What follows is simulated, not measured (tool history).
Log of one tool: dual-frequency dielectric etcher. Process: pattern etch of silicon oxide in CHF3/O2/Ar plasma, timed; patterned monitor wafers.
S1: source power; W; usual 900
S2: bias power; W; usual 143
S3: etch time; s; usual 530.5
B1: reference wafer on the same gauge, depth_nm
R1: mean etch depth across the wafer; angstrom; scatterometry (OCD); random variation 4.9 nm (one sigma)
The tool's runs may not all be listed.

run,hour,S1,S2,S3,B1,R1
1,0.0,900,122,530.5,1337.8,10615
# hour 59.9: upper electrode replaced
2,71.6,740,143,530.5,1340.4,10918
3,156.4,740,143,530.5,1340.8,10801
4,257.2,740,143,530.5,1342.2,10684
5,362.5,900,121,530.5,1339.9,10483
6,445.4,900,143,591.5,1339.2,12571
# hour 544.3: wet clean of the chamber
7,544.8,900,126,400.0,1339.5,8255
8,632.9,900,143,650.0,1343.1,14043
9,707.6,900,143,530.5,1339.4,11493
# hour 978.5: source power generator calibrated
10,1011.7,1090,143,530.5,1341.7,11997
11,1072.5,720,126,530.5,1340.5,10142
12,1177.9,960,167,587.5,1339.1,13627
13,1217.3,960,178,431.0,1342.5,10284
14,1280.6,900,143,530.5,1339.9,11206
# hour 1423.5: wet clean of the chamber
# hour 1483.1: gauge calibrated
15,1489.4,900,143,429.5,1339.6,9317
16,1558.5,900,158,627.5,1340.0,14127
17,1650.8,980,109,530.5,1340.5,10425
18,1746.9,1010,143,530.5,1340.0,11778
19,1836.6,1090,143,619.5,1339.7,14099
20,1874.0,720,126,530.5,1343.1,10158
21,1958.7,900,112,530.5,1340.6,10110
22,2044.9,900,143,530.5,1339.9,11352
# hour 2119.5: wet clean of the chamber
23,2120.0,900,143,530.5,1341.4,11543
# hour 2142.3: bias power generator calibrated
24,2188.7,900,115,530.5,1340.8,10433
25,2239.1,810,108,440.5,1340.9,8143
26,2282.1,770,152,591.5,1339.0,12588
27,2329.6,900,143,530.5,1339.6,11472
28,2383.8,840,118,573.5,1342.6,11100
29,2450.9,790,143,530.5,1340.3,11067

Forecast each of these 4 alternatives for the next run:
A,2451.5,900,143,530.5,?,?
B,2451.5,1000,162,489.0,?,?
C,2451.5,1070,120,634.0,?,?
D,2451.5,900,155,642.0,?,?

run,B1,R1
A,1342.3,11442
B,1342.3,11489
C,1342.3,13283
D,1342.3,14357
Without the tool's hidden state the same runs would have given:
run,R1
A,11549
B,11597
C,13407
D,14491
